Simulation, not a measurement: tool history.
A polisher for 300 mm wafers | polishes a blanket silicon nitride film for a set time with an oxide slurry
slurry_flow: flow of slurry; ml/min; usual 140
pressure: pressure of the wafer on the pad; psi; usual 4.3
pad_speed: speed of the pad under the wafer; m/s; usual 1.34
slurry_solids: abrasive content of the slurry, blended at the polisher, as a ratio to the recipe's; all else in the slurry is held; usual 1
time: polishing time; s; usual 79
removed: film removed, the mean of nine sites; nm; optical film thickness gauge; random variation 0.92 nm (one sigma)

run	hour	slurry_flow	pressure	pad_speed	slurry_solids	time	wafers since the last listed run	wafers polished on this pad	hours since the slurry nozzle was cleaned	hours since the head pressure was calibrated	hours since the slurry blender was calibrated	hours since the conditioning disc was replaced	incoming thickness of the incoming film, nm	removed
1	0	140	4.3	1.34	1	69	0	1941	327.3	61.8	347.6	246.8	334.1	60.3
2	26.3	140	4.3	1.34	0.8	103	208	2150	353.6	88.1	373.9	273.1	340.1	79.7
3	71.8	140	4.3	1.34	1	61	361	2512	399.1	133.6	419.4	318.6	341	52.6
4	104.4	165	4.3	1.34	0.85	79	258	2770	431.7	166.2	452	351.2	346.3	64.3
5	236.4	140	4.3	1.34	1	53	1048	3819	563.7	298.2	584	483.2	335.3	44.5
# hour 270.3: conditioning disc replaced and pad reconditioned
# hour 291.1: slurry nozzle cleaned
6	291.6	185	4.3	1.1	1.25	79	414	4233	0.5	353.4	639.2	21.3	343	61.6
# hour 294.9: slurry blender recalibrated
# hour 399: worn pad replaced by a new one
7	489	140	5.4	1.34	1	79	1520	714	197.9	550.8	194.1	218.7	343.8	89.9
8	523.8	165	4.3	1.34	1	79	276	991	232.7	585.6	228.9	253.5	336.1	71.1
9	549.3	140	4.3	1.64	1	79	202	1193	258.2	611.1	254.4	279	342.9	80.9
# hour 707.1: head pressure recalibrated
10	745.8	185	4.3	1.34	1	79	1544	2738	454.7	38.7	450.9	475.5	340.3	68.9
11	801.2	140	5.6	1.34	1	59	439	3178	510.1	94.1	506.3	530.9	340	63
# hour 811.5: slurry nozzle cleaned
12	856.8	140	4.3	1.34	1	79	433	3611	45.3	149.7	561.9	586.5	341.6	63.8
# hour 867: slurry blender recalibrated
# hour 879: conditioning disc replaced and pad reconditioned
13	893.1	120	4.3	1.34	0.9	52	256	3868	81.6	186	26.1	14.1	342.3	39.2
# hour 902: worn pad replaced by a new one
14	952.7	110	3.3	1.34	1.25	79	441	402	141.2	245.6	85.7	73.7	339.2	58.4

Run 15 comes next. What will it give?
15	984	140	4.3	1.34	1	79	248	651	172.5	276.9	117	105	335.9	?

{"run 15": {"removed": 72.1}}
Without the tool's hidden state the same run would have given removed 73.9 nm.
